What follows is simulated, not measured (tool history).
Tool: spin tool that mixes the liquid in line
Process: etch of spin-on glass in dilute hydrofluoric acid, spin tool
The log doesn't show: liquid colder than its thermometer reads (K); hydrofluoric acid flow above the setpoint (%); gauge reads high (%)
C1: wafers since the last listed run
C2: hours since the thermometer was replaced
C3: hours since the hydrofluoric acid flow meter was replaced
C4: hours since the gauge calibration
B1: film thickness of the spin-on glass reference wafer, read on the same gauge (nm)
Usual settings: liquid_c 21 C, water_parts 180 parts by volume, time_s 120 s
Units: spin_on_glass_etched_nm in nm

run 1 day=0 | liquid_c=21 water_parts=180 time_s=120 | C1=0 C2=591.4 C3=1389.4 C4=781 | B1=139.97 | spin_on_glass_etched_nm=16.42
run 2 day=2.458 | liquid_c=21 water_parts=180 time_s=120 | C1=448 C2=650.4 C3=1448.4 C4=840 | B1=140.02 | spin_on_glass_etched_nm=16.19
run 3 day=4.079 | liquid_c=21 water_parts=180 time_s=120 | C1=296 C2=689.3 C3=1487.3 C4=878.9 | B1=139.97 | spin_on_glass_etched_nm=16.79
run 4 day=5.312 | liquid_c=21 water_parts=180 time_s=120 | C1=225 C2=718.9 C3=1516.9 C4=908.5 | B1=140 | spin_on_glass_etched_nm=16.57
run 5 day=7.058 | liquid_c=21 water_parts=180 time_s=120 | C1=318 C2=760.8 C3=1558.8 C4=950.4 | B1=139.97 | spin_on_glass_etched_nm=16.49
run 6 day=8.258 | liquid_c=21 water_parts=180 time_s=120 | C1=219 C2=789.6 C3=1587.6 C4=979.2 | B1=140 | spin_on_glass_etched_nm=16.89
run 7 day=9.883 | liquid_c=21 water_parts=180 time_s=120 | C1=296 C2=828.6 C3=1626.6 C4=1018.2 | B1=140.03 | spin_on_glass_etched_nm=16.42
run 8 day=12.3 | liquid_c=21 water_parts=180 time_s=155 | C1=441 C2=886.6 C3=1684.6 C4=1076.2 | B1=140.01 | spin_on_glass_etched_nm=21.25
-- day=13.067 gauge calibrated
-- day=15.179 hydrofluoric acid flow meter replaced
run 9 day=15.246 | liquid_c=21 water_parts=180 time_s=155 | C1=530 C2=957.3 C3=1.6 C4=52.3 | B1=139.98 | spin_on_glass_etched_nm=19.48
run 10 day=16.683 | liquid_c=21 water_parts=180 time_s=155 | C1=262 C2=991.8 C3=36.1 C4=86.8 | B1=139.97 | spin_on_glass_etched_nm=19.63
run 11 day=17.688 | liquid_c=24 water_parts=180 time_s=100 | C1=183 C2=1015.9 C3=60.2 C4=110.9 | B1=139.97 | spin_on_glass_etched_nm=14.31
run 12 day=18.983 | liquid_c=17 water_parts=125 time_s=60 | C1=236 C2=1047 C3=91.3 C4=142 | B1=139.95 | spin_on_glass_etched_nm=9.77
run 13 day=20.217 | liquid_c=23 water_parts=230 time_s=75 | C1=225 C2=1076.6 C3=120.9 C4=171.6 | B1=140.03 | spin_on_glass_etched_nm=7.7
run 14 day=22.9 | liquid_c=21 water_parts=180 time_s=175 | C1=490 C2=1141 C3=185.3 C4=236 | B1=140.02 | spin_on_glass_etched_nm=22.41
run 15 day=24.325 | liquid_c=21 water_parts=180 time_s=120 | C1=260 C2=1175.2 C3=219.5 C4=270.2 | B1=140.02 | spin_on_glass_etched_nm=15.41
run 16 day=26.129 | liquid_c=21 water_parts=180 time_s=120 | C1=329 C2=1218.5 C3=262.8 C4=313.5 | B1=139.98 | spin_on_glass_etched_nm=15.37
-- day=28.292 thermometer replaced
run 17 day=28.662 | liquid_c=21 water_parts=180 time_s=120 | C1=455 C2=8.9 C3=323.6 C4=374.3 | B1=140.02 | spin_on_glass_etched_nm=15.33
run 18 day=31.562 | liquid_c=22.5 water_parts=250 time_s=120 | C1=529 C2=78.5 C3=393.2 C4=443.9 | B1=139.98 | spin_on_glass_etched_nm=11.03
run 19 day=33.908 | liquid_c=21 water_parts=180 time_s=120 | C1=428 C2=134.8 C3=449.5 C4=500.2 | B1=139.96 | spin_on_glass_etched_nm=15.5
run 20 day=35.746 | liquid_c=18 water_parts=120 time_s=185 | C1=335 C2=178.9 C3=493.6 C4=544.3 | B1=139.99 | spin_on_glass_etched_nm=33.83
run 21 day=37.817 | liquid_c=18 water_parts=110 time_s=80 | C1=378 C2=228.6 C3=543.3 C4=594 | B1=139.95 | spin_on_glass_etched_nm=15.86
run 22 day=39.108 | liquid_c=23 water_parts=130 time_s=185 | C1=235 C2=259.6 C3=574.3 C4=625 | B1=140.01 | spin_on_glass_etched_nm=37.84
run 23 day=41.454 | liquid_c=21 water_parts=180 time_s=120 | C1=428 C2=315.9 C3=630.6 C4=681.3 | B1=139.98 | spin_on_glass_etched_nm=15.53

Forecast run 24:
run 24 day=42.85 | liquid_c=17 water_parts=120 time_s=140 | C1=254 C2=349.4 C3=664.1 C4=714.8 | B1=? | spin_on_glass_etched_nm=?

{"run 24": {"B1": 140, "spin_on_glass_etched_nm": 24.51}}
Without the tool's hidden state the same run would have given spin_on_glass_etched_nm 23.46 nm.
